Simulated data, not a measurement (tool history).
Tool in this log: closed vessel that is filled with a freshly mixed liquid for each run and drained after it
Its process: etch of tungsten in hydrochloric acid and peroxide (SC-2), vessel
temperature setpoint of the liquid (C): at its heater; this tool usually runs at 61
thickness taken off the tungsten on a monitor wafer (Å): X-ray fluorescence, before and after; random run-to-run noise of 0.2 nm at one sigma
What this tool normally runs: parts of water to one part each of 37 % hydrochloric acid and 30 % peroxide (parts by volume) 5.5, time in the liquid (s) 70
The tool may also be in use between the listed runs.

run	hour	temperature setpoint of the liquid (C)	parts of water to one part each of 37 % hydrochloric acid and 30 % peroxide (parts by volume)	time in the liquid (s)	wafers since the last listed run	hours since the thermometer was replaced	hours since the chemicals flow meter was replaced	hours since the drum of peroxide was connected	hours since the gauge calibration	read-back film thickness of the tungsten reference wafer, read on the same gauge (nm)	thickness taken off the tungsten on a monitor wafer (Å)
1	0	61	5.5	60	0	83.5	802.2	125.7	68.6	120.01	431.3
2	8.8	61	5.5	70	797	92.3	811	134.5	77.4	120.03	504.7
3	15.8	61	5.5	70	633	99.3	818	141.5	84.4	119.98	507.1
4	26.4	61	4	70	960	109.9	828.6	152.1	95	120.02	633.4
5	37.3	61	5.5	45	987	120.8	839.5	163	105.9	119.99	325
6	43.8	61	6.5	70	588	127.3	846	169.5	112.4	120.01	450.1
7	61.8	57	7.5	30	1630	145.3	864	187.5	130.4	120	134.8
8	69	65.5	5.5	70	652	152.5	871.2	194.7	137.6	119.99	676.9
9	75.6	57	5.5	40	597	159.1	877.8	201.3	144.2	120.02	227.3
10	92.7	69.5	8.5	60	1548	176.2	894.9	218.4	161.3	119.97	528.6
11	110.3	64	5.5	105	1594	193.8	912.5	236	178.9	120.01	927.7
12	117.3	61	6.5	60	633	200.8	919.5	243	185.9	120	389.8
13	134.3	61	5.5	90	1539	217.8	936.5	260	202.9	119.98	665.1
14	140.6	61	5.5	30	570	224.1	942.8	266.3	209.2	119.93	221.9
15	148.1	61	5.5	70	679	231.6	950.3	273.8	216.7	120.01	516
16	162.5	70.5	7	100	1304	246	964.7	288.2	231.1	120.02	1087.9
# hour 164: chemicals flow meter replaced
17	170.6	69	5.5	70	643	254.1	6.6	296.3	239.2	120.03	789
18	182.3	70	4	80	1059	265.8	18.3	308	250.9	119.95	1191
19	192	66	5.5	70	878	275.5	28	317.7	260.6	119.96	658.1
20	210	61	8	70	1630	293.5	46	335.7	278.6	119.97	365.7
21	224.9	66.5	4	85	1349	308.4	60.9	350.6	293.5	120.02	1036.4
22	231.9	61	5.5	70	633	315.4	67.9	357.6	300.5	119.97	486.1
23	241.3	55.5	4	40	851	324.8	77.3	367	309.9	119.99	245.1
24	249.2	61	4.5	55	715	332.7	85.2	374.9	317.8	119.98	441.9
25	255.6	66	4	95	579	339.1	91.6	381.3	324.2	119.97	1132.9
26	271.6	69	5.5	70	1449	355.1	107.6	397.3	340.2	119.98	794.4
27	278.2	61	5.5	70	597	361.7	114.2	403.9	346.8	120	492.6
28	289.9	61	5.5	70	1059	373.4	125.9	415.6	358.5	120.01	490.3
29	306.5	69	4.5	85	1503	390	142.5	432.2	375.1	119.98	1118.8

Below are 5 alternative next runs, each starting from the tool's condition after run 29. Predict each:
A	307.2	61	5.5	70	63	390.7	143.2	432.9	375.8	?	?
B	307.2	63.5	4	70	63	390.7	143.2	432.9	375.8	?	?
C	307.2	61	4	40	63	390.7	143.2	432.9	375.8	?	?
D	307.2	61	5.5	50	63	390.7	143.2	432.9	375.8	?	?
E	307.2	53.5	8	35	63	390.7	143.2	432.9	375.8	?	?

run	read-back film thickness of the tungsten reference wafer, read on the same gauge (nm)	thickness taken off the tungsten on a monitor wafer (Å)
A	119.99	493.1
B	119.99	718
C	119.99	351.7
D	119.99	352.2
E	119.99	115
Without the tool's hidden state the same runs would have given:
run	thickness taken off the tungsten on a monitor wafer (Å)
A	469.2
B	684.6
C	335.1
D	335.1
E	109
